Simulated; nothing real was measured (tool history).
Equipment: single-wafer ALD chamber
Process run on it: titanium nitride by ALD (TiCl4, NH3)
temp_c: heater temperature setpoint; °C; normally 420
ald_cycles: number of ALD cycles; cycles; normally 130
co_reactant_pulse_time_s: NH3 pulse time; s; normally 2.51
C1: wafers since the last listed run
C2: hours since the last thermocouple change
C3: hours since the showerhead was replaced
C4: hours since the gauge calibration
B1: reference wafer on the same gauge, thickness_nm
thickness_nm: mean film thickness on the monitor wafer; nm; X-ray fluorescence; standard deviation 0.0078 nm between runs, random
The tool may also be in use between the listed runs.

run 1 day=0 | temp_c=420 ald_cycles=130 co_reactant_pulse_time_s=2.83 | C1=0 C2=632.7 C3=3586.7 C4=648 | B1=3.089 | thickness_nm=3.117
run 2 day=1.867 | temp_c=420 ald_cycles=130 co_reactant_pulse_time_s=2.51 | C1=105 C2=677.5 C3=3631.5 C4=692.8 | B1=3.088 | thickness_nm=3.119
run 3 day=4.404 | temp_c=420 ald_cycles=130 co_reactant_pulse_time_s=2.51 | C1=144 C2=738.4 C3=3692.4 C4=753.7 | B1=3.081 | thickness_nm=3.108
run 4 day=5.517 | temp_c=420 ald_cycles=130 co_reactant_pulse_time_s=2.51 | C1=63 C2=765.1 C3=3719.1 C4=780.4 | B1=3.087 | thickness_nm=3.093
run 5 day=8.467 | temp_c=420 ald_cycles=130 co_reactant_pulse_time_s=2.51 | C1=167 C2=835.9 C3=3789.9 C4=851.2 | B1=3.078 | thickness_nm=3.099
run 6 day=10.667 | temp_c=420 ald_cycles=130 co_reactant_pulse_time_s=2.51 | C1=124 C2=888.7 C3=3842.7 C4=904 | B1=3.078 | thickness_nm=3.107
run 7 day=12.267 | temp_c=420 ald_cycles=130 co_reactant_pulse_time_s=2.51 | C1=90 C2=927.1 C3=3881.1 C4=942.4 | B1=3.073 | thickness_nm=3.091
run 8 day=16.325 | temp_c=420 ald_cycles=130 co_reactant_pulse_time_s=2.51 | C1=230 C2=1024.5 C3=3978.5 C4=1039.8 | B1=3.065 | thickness_nm=3.086
run 9 day=18.554 | temp_c=430 ald_cycles=130 co_reactant_pulse_time_s=2.51 | C1=126 C2=1078 C3=4032 C4=1093.3 | B1=3.059 | thickness_nm=3.093
run 10 day=21.092 | temp_c=430 ald_cycles=130 co_reactant_pulse_time_s=2.51 | C1=144 C2=1138.9 C3=4092.9 C4=1154.2 | B1=3.056 | thickness_nm=3.094
run 11 day=22.888 | temp_c=430 ald_cycles=130 co_reactant_pulse_time_s=2.51 | C1=101 C2=1182 C3=4136 C4=1197.3 | B1=3.053 | thickness_nm=3.086
-- day=24.15 thermocouple changed; heater temperature recalibrated
run 12 day=25.046 | temp_c=425 ald_cycles=110 co_reactant_pulse_time_s=2.51 | C1=103 C2=21.5 C3=4187.8 C4=1249.1 | B1=3.047 | thickness_nm=2.595
run 13 day=27.779 | temp_c=420 ald_cycles=130 co_reactant_pulse_time_s=2.51 | C1=155 C2=87.1 C3=4253.4 C4=1314.7 | B1=3.036 | thickness_nm=3.056
run 14 day=29.742 | temp_c=416 ald_cycles=130 co_reactant_pulse_time_s=2.51 | C1=111 C2=134.2 C3=4300.5 C4=1361.8 | B1=3.037 | thickness_nm=3.052
run 15 day=31.538 | temp_c=420 ald_cycles=130 co_reactant_pulse_time_s=2.51 | C1=101 C2=177.3 C3=4343.6 C4=1404.9 | B1=3.032 | thickness_nm=3.051
run 16 day=34.062 | temp_c=420 ald_cycles=130 co_reactant_pulse_time_s=2.51 | C1=143 C2=237.9 C3=4404.2 C4=1465.5 | B1=3.027 | thickness_nm=3.053
-- day=34.738 gauge calibrated
run 17 day=36.3 | temp_c=420 ald_cycles=146 co_reactant_pulse_time_s=1.95 | C1=127 C2=291.6 C3=4457.9 C4=37.5 | B1=3.097 | thickness_nm=3.489
run 18 day=38.633 | temp_c=420 ald_cycles=153 co_reactant_pulse_time_s=3.38 | C1=132 C2=347.6 C3=4513.9 C4=93.5 | B1=3.096 | thickness_nm=3.697
run 19 day=40.388 | temp_c=420 ald_cycles=130 co_reactant_pulse_time_s=2.51 | C1=99 C2=389.7 C3=4556 C4=135.6 | B1=3.099 | thickness_nm=3.127
run 20 day=42.025 | temp_c=410 ald_cycles=130 co_reactant_pulse_time_s=2.51 | C1=92 C2=429 C3=4595.3 C4=174.9 | B1=3.099 | thickness_nm=3.106
run 21 day=44.342 | temp_c=420 ald_cycles=130 co_reactant_pulse_time_s=2.51 | C1=131 C2=484.6 C3=4650.9 C4=230.5 | B1=3.096 | thickness_nm=3.124
run 22 day=45.833 | temp_c=413 ald_cycles=109 co_reactant_pulse_time_s=2.08 | C1=84 C2=520.4 C3=4686.7 C4=266.3 | B1=3.095 | thickness_nm=2.584
run 23 day=48.3 | temp_c=409 ald_cycles=130 co_reactant_pulse_time_s=3.45 | C1=140 C2=579.6 C3=4745.9 C4=325.5 | B1=3.095 | thickness_nm=3.132
run 24 day=50.2 | temp_c=420 ald_cycles=130 co_reactant_pulse_time_s=2.51 | C1=107 C2=625.2 C3=4791.5 C4=371.1 | B1=3.093 | thickness_nm=3.108
run 25 day=52.792 | temp_c=420 ald_cycles=140 co_reactant_pulse_time_s=2.51 | C1=147 C2=687.4 C3=4853.7 C4=433.3 | B1=3.093 | thickness_nm=3.352
run 26 day=55.5 | temp_c=407 ald_cycles=146 co_reactant_pulse_time_s=3.24 | C1=153 C2=752.4 C3=4918.7 C4=498.3 | B1=3.091 | thickness_nm=3.509
-- day=57.842 showerhead replaced
run 27 day=58.196 | temp_c=420 ald_cycles=144 co_reactant_pulse_time_s=2.51 | C1=134 C2=817.1 C3=8.5 C4=563 | B1=3.085 | thickness_nm=3.434
run 28 day=60.133 | temp_c=412 ald_cycles=142 co_reactant_pulse_time_s=3.03 | C1=109 C2=863.6 C3=55 C4=609.5 | B1=3.083 | thickness_nm=3.406
run 29 day=61.442 | temp_c=420 ald_cycles=130 co_reactant_pulse_time_s=2.51 | C1=74 C2=895 C3=86.4 C4=640.9 | B1=3.084 | thickness_nm=3.114
run 30 day=63.738 | temp_c=420 ald_cycles=130 co_reactant_pulse_time_s=2.51 | C1=130 C2=950.1 C3=141.5 C4=696 | B1=3.081 | thickness_nm=3.09
run 31 day=65.171 | temp_c=420 ald_cycles=155 co_reactant_pulse_time_s=2.51 | C1=81 C2=984.5 C3=175.9 C4=730.4 | B1=3.08 | thickness_nm=3.703
run 32 day=67.754 | temp_c=408 ald_cycles=108 co_reactant_pulse_time_s=2.51 | C1=146 C2=1046.5 C3=237.9 C4=792.4 | B1=3.075 | thickness_nm=2.561
run 33 day=69.108 | temp_c=420 ald_cycles=130 co_reactant_pulse_time_s=3.02 | C1=76 C2=1079 C3=270.4 C4=824.9 | B1=3.075 | thickness_nm=3.117
run 34 day=71.408 | temp_c=420 ald_cycles=130 co_reactant_pulse_time_s=2.51 | C1=130 C2=1134.2 C3=325.6 C4=880.1 | B1=3.072 | thickness_nm=3.098
run 35 day=73.446 | temp_c=413 ald_cycles=139 co_reactant_pulse_time_s=3.28 | C1=115 C2=1183.1 C3=374.5 C4=929 | B1=3.067 | thickness_nm=3.325
run 36 day=74.583 | temp_c=420 ald_cycles=130 co_reactant_pulse_time_s=2.51 | C1=64 C2=1210.4 C3=401.8 C4=956.3 | B1=3.061 | thickness_nm=3.1
run 37 day=76.162 | temp_c=420 ald_cycles=147 co_reactant_pulse_time_s=2.97 | C1=89 C2=1248.3 C3=439.7 C4=994.2 | B1=3.062 | thickness_nm=3.515
run 38 day=78.267 | temp_c=420 ald_cycles=130 co_reactant_pulse_time_s=2.2 | C1=119 C2=1298.8 C3=490.2 C4=1044.7 | B1=3.056 | thickness_nm=3.073
run 39 day=80.317 | temp_c=432 ald_cycles=104 co_reactant_pulse_time_s=3.17 | C1=116 C2=1348 C3=539.4 C4=1093.9 | B1=3.053 | thickness_nm=2.485

Consider 5 possible next runs. They are alternatives, not a sequence: every one starts from the tool as it was left by run 39. What does each give?
run A day=80.346 | temp_c=431 ald_cycles=130 co_reactant_pulse_time_s=2.51 | C1=1 C2=1348.7 C3=540.1 C4=1094.6 | B1=? | thickness_nm=?
run B day=80.346 | temp_c=420 ald_cycles=108 co_reactant_pulse_time_s=2.51 | C1=1 C2=1348.7 C3=540.1 C4=1094.6 | B1=? | thickness_nm=?
run C day=80.346 | temp_c=425 ald_cycles=121 co_reactant_pulse_time_s=2.02 | C1=1 C2=1348.7 C3=540.1 C4=1094.6 | B1=? | thickness_nm=?
run D day=80.346 | temp_c=413 ald_cycles=139 co_reactant_pulse_time_s=2.95 | C1=1 C2=1348.7 C3=540.1 C4=1094.6 | B1=? | thickness_nm=?
run E day=80.346 | temp_c=420 ald_cycles=130 co_reactant_pulse_time_s=1.71 | C1=1 C2=1348.7 C3=540.1 C4=1094.6 | B1=? | thickness_nm=?

run=A B1=3.056 thickness_nm=3.074
run=B B1=3.056 thickness_nm=2.552
run=C B1=3.056 thickness_nm=2.847
run=D B1=3.056 thickness_nm=3.293
run=E B1=3.056 thickness_nm=3.037
Without the tool's hidden state the same runs would have given:
run=A thickness_nm=3.121
run=B thickness_nm=2.591
run=C thickness_nm=2.89
run=D thickness_nm=3.343
run=E thickness_nm=3.084
